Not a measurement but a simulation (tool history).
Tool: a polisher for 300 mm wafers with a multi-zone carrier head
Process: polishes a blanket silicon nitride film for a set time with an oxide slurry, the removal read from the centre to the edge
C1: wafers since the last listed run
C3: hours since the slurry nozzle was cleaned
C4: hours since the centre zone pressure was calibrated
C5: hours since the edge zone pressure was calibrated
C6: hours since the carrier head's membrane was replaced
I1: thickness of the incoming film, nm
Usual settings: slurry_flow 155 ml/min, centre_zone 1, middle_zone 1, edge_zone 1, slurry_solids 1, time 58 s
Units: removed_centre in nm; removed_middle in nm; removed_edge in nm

run 1 day=0 | slurry_flow=155 centre_zone=1 middle_zone=1 edge_zone=0.93 slurry_solids=1 time=58 | C1=0 wafers_polished_on_this_pad=648 C3=124.8 C4=148.5 C5=60.5 C6=16.5 | I1=597.6 | removed_centre=29.4 removed_middle=31.2 removed_edge=30.3
run 2 day=1.196 | slurry_flow=155 centre_zone=1 middle_zone=1 edge_zone=1 slurry_solids=1 time=58 | C1=314 wafers_polished_on_this_pad=962 C3=153.5 C4=177.2 C5=89.2 C6=45.2 | I1=603.1 | removed_centre=29.4 removed_middle=31.1 removed_edge=30.8
run 3 day=2.183 | slurry_flow=155 centre_zone=1 middle_zone=1 edge_zone=1 slurry_solids=1 time=58 | C1=259 wafers_polished_on_this_pad=1221 C3=177.2 C4=200.9 C5=112.9 C6=68.9 | I1=604.2 | removed_centre=29.9 removed_middle=30.9 removed_edge=31.5
-- day=3.088 worn pad replaced by a new one
run 4 day=3.108 | slurry_flow=155 centre_zone=1 middle_zone=1 edge_zone=1 slurry_solids=1 time=58 | C1=199 wafers_polished_on_this_pad=5 C3=199.4 C4=223.1 C5=135.1 C6=91.1 | I1=594.9 | removed_centre=30 removed_middle=31 removed_edge=31.8
run 5 day=4.096 | slurry_flow=155 centre_zone=0.91 middle_zone=1.1 edge_zone=1.04 slurry_solids=1 time=53 | C1=259 wafers_polished_on_this_pad=264 C3=223.1 C4=246.8 C5=158.8 C6=114.8 | I1=601.1 | removed_centre=25.4 removed_middle=30 removed_edge=29.4
-- day=4.362 slurry nozzle cleaned
run 6 day=4.725 | slurry_flow=155 centre_zone=1 middle_zone=1 edge_zone=1.07 slurry_solids=1.15 time=58 | C1=154 wafers_polished_on_this_pad=419 C3=8.7 C4=261.9 C5=173.9 C6=129.9 | I1=607.6 | removed_centre=31.9 removed_middle=32.5 removed_edge=33.8
run 7 day=5.467 | slurry_flow=155 centre_zone=0.96 middle_zone=1 edge_zone=0.93 slurry_solids=0.8 time=58 | C1=194 wafers_polished_on_this_pad=613 C3=26.5 C4=279.7 C5=191.7 C6=147.7 | I1=606 | removed_centre=25.7 removed_middle=27.5 removed_edge=27.2
run 8 day=6.438 | slurry_flow=155 centre_zone=1 middle_zone=1.06 edge_zone=1 slurry_solids=1 time=58 | C1=254 wafers_polished_on_this_pad=868 C3=49.8 C4=303 C5=215 C6=171 | I1=600.3 | removed_centre=30.1 removed_middle=32.2 removed_edge=30.7
run 9 day=7.675 | slurry_flow=210 centre_zone=1 middle_zone=1 edge_zone=0.95 slurry_solids=1 time=78 | C1=324 wafers_polished_on_this_pad=1193 C3=79.5 C4=332.7 C5=244.7 C6=200.7 | I1=590.5 | removed_centre=41.7 removed_middle=42.8 removed_edge=42.2
-- day=8.733 worn pad replaced by a new one
run 10 day=8.754 | slurry_flow=155 centre_zone=1 middle_zone=1 edge_zone=1 slurry_solids=1 time=58 | C1=239 wafers_polished_on_this_pad=4 C3=105.4 C4=358.6 C5=270.6 C6=226.6 | I1=596.4 | removed_centre=30.2 removed_middle=30.5 removed_edge=31
run 11 day=9.292 | slurry_flow=155 centre_zone=0.9 middle_zone=1 edge_zone=1.07 slurry_solids=1 time=58 | C1=141 wafers_polished_on_this_pad=146 C3=118.3 C4=371.5 C5=283.5 C6=239.5 | I1=604 | removed_centre=26.9 removed_middle=30.6 removed_edge=30.8
run 12 day=10.679 | slurry_flow=155 centre_zone=1.12 middle_zone=0.89 edge_zone=1 slurry_solids=1 time=58 | C1=364 wafers_polished_on_this_pad=510 C3=151.6 C4=404.8 C5=316.8 C6=272.8 | I1=599.8 | removed_centre=33.8 removed_middle=28.4 removed_edge=31
-- day=11.046 centre zone pressure recalibrated
run 13 day=11.546 | slurry_flow=155 centre_zone=1 middle_zone=1 edge_zone=0.96 slurry_solids=1 time=58 | C1=205 wafers_polished_on_this_pad=716 C3=172.4 C4=12 C5=337.6 C6=293.6 | I1=609.8 | removed_centre=30.1 removed_middle=30.8 removed_edge=30.5
-- day=12.058 edge zone pressure recalibrated
run 14 day=12.45 | slurry_flow=205 centre_zone=0.91 middle_zone=1 edge_zone=1.05 slurry_solids=0.85 time=58 | C1=215 wafers_polished_on_this_pad=931 C3=194.1 C4=33.7 C5=9.4 C6=315.3 | I1=595.8 | removed_centre=26.4 removed_middle=29.5 removed_edge=30.7
run 15 day=13.196 | slurry_flow=155 centre_zone=1 middle_zone=1 edge_zone=1.09 slurry_solids=1 time=58 | C1=195 wafers_polished_on_this_pad=1127 C3=212 C4=51.6 C5=27.3 C6=333.2 | I1=603.3 | removed_centre=30.1 removed_middle=30.4 removed_edge=32.1
-- day=14.129 slurry nozzle cleaned
-- day=14.142 worn pad replaced by a new one
run 16 day=14.162 | slurry_flow=155 centre_zone=1 middle_zone=1 edge_zone=1 slurry_solids=1 time=58 | C1=239 wafers_polished_on_this_pad=5 C3=0.8 C4=74.8 C5=50.5 C6=356.4 | I1=600.8 | removed_centre=30.2 removed_middle=30.5 removed_edge=30.7
run 17 day=14.967 | slurry_flow=175 centre_zone=1.05 middle_zone=0.91 edge_zone=1 slurry_solids=1 time=58 | C1=211 wafers_polished_on_this_pad=216 C3=20.1 C4=94.1 C5=69.8 C6=375.7 | I1=598.3 | removed_centre=32.1 removed_middle=29.4 removed_edge=31.5
run 18 day=15.733 | slurry_flow=125 centre_zone=1 middle_zone=1.07 edge_zone=1 slurry_solids=1.2 time=68 | C1=201 wafers_polished_on_this_pad=417 C3=38.5 C4=112.5 C5=88.2 C6=394.1 | I1=605.7 | removed_centre=36.8 removed_middle=39.8 removed_edge=37.9
run 19 day=16.483 | slurry_flow=170 centre_zone=1 middle_zone=1 edge_zone=1 slurry_solids=0.85 time=41 | C1=196 wafers_polished_on_this_pad=614 C3=56.5 C4=130.5 C5=106.2 C6=412.1 | I1=602.3 | removed_centre=19.8 removed_middle=20.5 removed_edge=20.1
run 20 day=17.367 | slurry_flow=155 centre_zone=1 middle_zone=1 edge_zone=1 slurry_solids=1.15 time=71 | C1=231 wafers_polished_on_this_pad=846 C3=77.7 C4=151.7 C5=127.4 C6=433.3 | I1=603.3 | removed_centre=40 removed_middle=39.9 removed_edge=40.6
run 21 day=17.946 | slurry_flow=155 centre_zone=1 middle_zone=1 edge_zone=1 slurry_solids=1 time=58 | C1=152 wafers_polished_on_this_pad=998 C3=91.6 C4=165.6 C5=141.3 C6=447.2 | I1=606.7 | removed_centre=30.8 removed_middle=31 removed_edge=30.6

What the log doesn't show, run by run:
removal rate lost through wear of the pad, %: 0 in every run
slurry flow missing at the pad, %: 0 in every run
deviation of the centre zone's pressure from its setpoint, %: 0 in every run
deviation of the edge zone's pressure from its setpoint, %: 0 in every run
